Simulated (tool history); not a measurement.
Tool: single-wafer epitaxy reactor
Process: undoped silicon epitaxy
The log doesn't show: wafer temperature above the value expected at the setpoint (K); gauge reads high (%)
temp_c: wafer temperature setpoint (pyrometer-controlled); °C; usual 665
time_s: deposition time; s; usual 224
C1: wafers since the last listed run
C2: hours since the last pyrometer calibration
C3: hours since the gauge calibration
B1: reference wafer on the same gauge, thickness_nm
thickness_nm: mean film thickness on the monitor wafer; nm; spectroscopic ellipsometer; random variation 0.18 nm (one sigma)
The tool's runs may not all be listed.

run 1 day=0 | temp_c=658 time_s=224 | C1=0 C2=952 C3=164.6 | B1=64.375 | thickness_nm=42.798
run 2 day=0.367 | temp_c=658 time_s=224 | C1=40 C2=960.8 C3=173.4 | B1=64.285 | thickness_nm=42.836
run 3 day=0.983 | temp_c=677 time_s=224 | C1=67 C2=975.6 C3=188.2 | B1=64.152 | thickness_nm=61.491
run 4 day=2.8 | temp_c=677 time_s=224 | C1=200 C2=1019.2 C3=231.8 | B1=64.346 | thickness_nm=61.353
run 5 day=3.375 | temp_c=677 time_s=224 | C1=63 C2=1033 C3=245.6 | B1=64.269 | thickness_nm=60.985
run 6 day=3.892 | temp_c=665 time_s=224 | C1=56 C2=1045.4 C3=258 | B1=64.373 | thickness_nm=48.73
run 7 day=4.408 | temp_c=665 time_s=224 | C1=56 C2=1057.8 C3=270.4 | B1=64.327 | thickness_nm=48.893
-- day=4.996 pyrometer calibrated
run 8 day=5.017 | temp_c=662 time_s=224 | C1=30 C2=0.5 C3=285 | B1=64.21 | thickness_nm=50.959
run 9 day=5.396 | temp_c=662 time_s=224 | C1=41 C2=9.6 C3=294.1 | B1=64.373 | thickness_nm=51.014
run 10 day=6 | temp_c=662 time_s=224 | C1=66 C2=24.1 C3=308.6 | B1=64.266 | thickness_nm=50.616
run 11 day=6.588 | temp_c=665 time_s=224 | C1=64 C2=38.2 C3=322.7 | B1=64.248 | thickness_nm=53.576
run 12 day=7.312 | temp_c=665 time_s=224 | C1=79 C2=55.6 C3=340.1 | B1=64.308 | thickness_nm=52.961
-- day=7.504 gauge calibrated
run 13 day=7.983 | temp_c=659 time_s=261 | C1=73 C2=71.7 C3=11.5 | B1=64.36 | thickness_nm=55.252
run 14 day=8.375 | temp_c=654 time_s=224 | C1=43 C2=81.1 C3=20.9 | B1=64.248 | thickness_nm=42.964
run 15 day=8.712 | temp_c=665 time_s=224 | C1=37 C2=89.2 C3=29 | B1=64.205 | thickness_nm=52.537
run 16 day=9.358 | temp_c=658 time_s=188 | C1=71 C2=104.7 C3=44.5 | B1=64.308 | thickness_nm=38.678
run 17 day=9.608 | temp_c=658 time_s=207 | C1=27 C2=110.7 C3=50.5 | B1=64.223 | thickness_nm=42.381
run 18 day=10.175 | temp_c=665 time_s=224 | C1=62 C2=124.3 C3=64.1 | B1=64.361 | thickness_nm=52.249
run 19 day=10.517 | temp_c=665 time_s=239 | C1=37 C2=132.5 C3=72.3 | B1=64.254 | thickness_nm=55.629
run 20 day=10.829 | temp_c=665 time_s=224 | C1=34 C2=140 C3=79.8 | B1=64.309 | thickness_nm=51.989
run 21 day=11.188 | temp_c=665 time_s=200 | C1=39 C2=148.6 C3=88.4 | B1=64.235 | thickness_nm=46.428
run 22 day=11.608 | temp_c=665 time_s=224 | C1=46 C2=158.7 C3=98.5 | B1=64.287 | thickness_nm=51.944
run 23 day=11.858 | temp_c=679 time_s=192 | C1=27 C2=164.7 C3=104.5 | B1=64.258 | thickness_nm=57.399
run 24 day=12.283 | temp_c=665 time_s=224 | C1=46 C2=174.9 C3=114.7 | B1=64.334 | thickness_nm=51.618
run 25 day=12.538 | temp_c=679 time_s=224 | C1=27 C2=181 C3=120.8 | B1=64.248 | thickness_nm=67.015

Forecast each of these 3 alternatives for the next run:
run A day=12.558 | temp_c=665 time_s=224 | C1=2 C2=181.5 C3=121.3 | B1=? | thickness_nm=?
run B day=12.558 | temp_c=659 time_s=211 | C1=2 C2=181.5 C3=121.3 | B1=? | thickness_nm=?
run C day=12.558 | temp_c=657 time_s=183 | C1=2 C2=181.5 C3=121.3 | B1=? | thickness_nm=?

run=A B1=64.205 thickness_nm=51.599
run=B B1=64.205 thickness_nm=43.434
run=C B1=64.205 thickness_nm=36.274
Without the tool's hidden state the same runs would have given:
run=A thickness_nm=53.673
run=B thickness_nm=45.2
run=C thickness_nm=37.754
